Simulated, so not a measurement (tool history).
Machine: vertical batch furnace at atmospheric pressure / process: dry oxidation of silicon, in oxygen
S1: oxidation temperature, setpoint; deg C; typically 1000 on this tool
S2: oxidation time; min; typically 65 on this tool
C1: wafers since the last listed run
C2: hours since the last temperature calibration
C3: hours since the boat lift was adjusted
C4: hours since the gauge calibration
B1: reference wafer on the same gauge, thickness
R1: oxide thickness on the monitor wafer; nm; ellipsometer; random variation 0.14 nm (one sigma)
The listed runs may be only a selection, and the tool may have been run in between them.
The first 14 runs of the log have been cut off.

{"run": 15, "day": 9.908, "S1": 1000, "S2": 65, "C1": 239, "C2": 2171, "C3": 5573.8, "C4": 27.3, "B1": 76, "R1": 96.25}
{"run": 16, "day": 10.421, "S1": 1000, "S2": 90, "C1": 181, "C2": 2183.3, "C3": 5586.1, "C4": 39.6, "B1": 76.02, "R1": 112.27}
{"run": 17, "day": 11.129, "S1": 979, "S2": 43, "C1": 250, "C2": 2200.3, "C3": 5603.1, "C4": 56.6, "B1": 76, "R1": 73.4}
{"run": 18, "day": 11.662, "S1": 1000, "S2": 65, "C1": 188, "C2": 2213.1, "C3": 5615.9, "C4": 69.4, "B1": 75.99, "R1": 96.27}
{"day": 13.029, "done": "boat lift adjusted"}
{"day": 13.15, "done": "thermocouples replaced and temperature profile calibrated"}
{"run": 19, "day": 13.171, "S1": 983, "S2": 83, "C1": 136, "C2": 0.5, "C3": 3.4, "C4": 105.6, "B1": 76.01, "R1": 96.48}
{"run": 20, "day": 13.371, "S1": 1012, "S2": 33, "C1": 70, "C2": 5.3, "C3": 8.2, "C4": 110.4, "B1": 75.95, "R1": 74.11}
{"run": 21, "day": 13.567, "S1": 1022, "S2": 53, "C1": 69, "C2": 10, "C3": 12.9, "C4": 115.1, "B1": 76.03, "R1": 94.76}
{"run": 22, "day": 14.183, "S1": 1000, "S2": 89.5, "C1": 217, "C2": 24.8, "C3": 27.7, "C4": 129.9, "B1": 75.97, "R1": 108.68}
{"run": 23, "day": 15.0, "S1": 988, "S2": 65, "C1": 288, "C2": 44.4, "C3": 47.3, "C4": 149.5, "B1": 76, "R1": 88.18}
{"run": 24, "day": 15.696, "S1": 986, "S2": 93, "C1": 245, "C2": 61.1, "C3": 64, "C4": 166.2, "B1": 75.99, "R1": 103.03}
{"run": 25, "day": 16.525, "S1": 1011, "S2": 81.5, "C1": 292, "C2": 81, "C3": 83.9, "C4": 186.1, "B1": 76.01, "R1": 110.15}
{"run": 26, "day": 17.138, "S1": 981, "S2": 65, "C1": 216, "C2": 95.7, "C3": 98.6, "C4": 200.8, "B1": 76, "R1": 85.44}
{"run": 27, "day": 17.775, "S1": 1000, "S2": 65, "C1": 225, "C2": 111, "C3": 113.9, "C4": 216.1, "B1": 76.03, "R1": 93.37}
{"run": 28, "day": 18.071, "S1": 1016, "S2": 42, "C1": 104, "C2": 118.1, "C3": 121, "C4": 223.2, "B1": 75.99, "R1": 83.31}
{"run": 29, "day": 18.7, "S1": 1000, "S2": 65, "C1": 222, "C2": 133.2, "C3": 136.1, "C4": 238.3, "B1": 75.99, "R1": 93.31}
{"run": 30, "day": 19.517, "S1": 1000, "S2": 65, "C1": 288, "C2": 152.8, "C3": 155.7, "C4": 257.9, "B1": 75.98, "R1": 93.48}
{"run": 31, "day": 20.333, "S1": 1000, "S2": 65, "C1": 288, "C2": 172.4, "C3": 175.3, "C4": 277.5, "B1": 76.03, "R1": 93.49}

Branching from run 31: 4 alternative next runs. What would each branch give?
{"run": "A", "day": 20.533, "S1": 1025, "S2": 65, "C1": 70, "C2": 177.2, "C3": 180.1, "C4": 282.3, "B1": "?", "R1": "?"}
{"run": "B", "day": 20.533, "S1": 977, "S2": 91, "C1": 70, "C2": 177.2, "C3": 180.1, "C4": 282.3, "B1": "?", "R1": "?"}
{"run": "C", "day": 20.533, "S1": 1014, "S2": 94, "C1": 70, "C2": 177.2, "C3": 180.1, "C4": 282.3, "B1": "?", "R1": "?"}
{"run": "D", "day": 20.533, "S1": 1025, "S2": 35, "C1": 70, "C2": 177.2, "C3": 180.1, "C4": 282.3, "B1": "?", "R1": "?"}

run=A B1=75.97 R1=105.88
run=B B1=75.97 R1=97.68
run=C B1=75.97 R1=120.22
run=D B1=75.97 R1=80.29
Without the tool's unlogged condition, the same runs would have read:
run=A R1=105.55
run=B R1=97.35
run=C R1=119.79
run=D R1=80.08
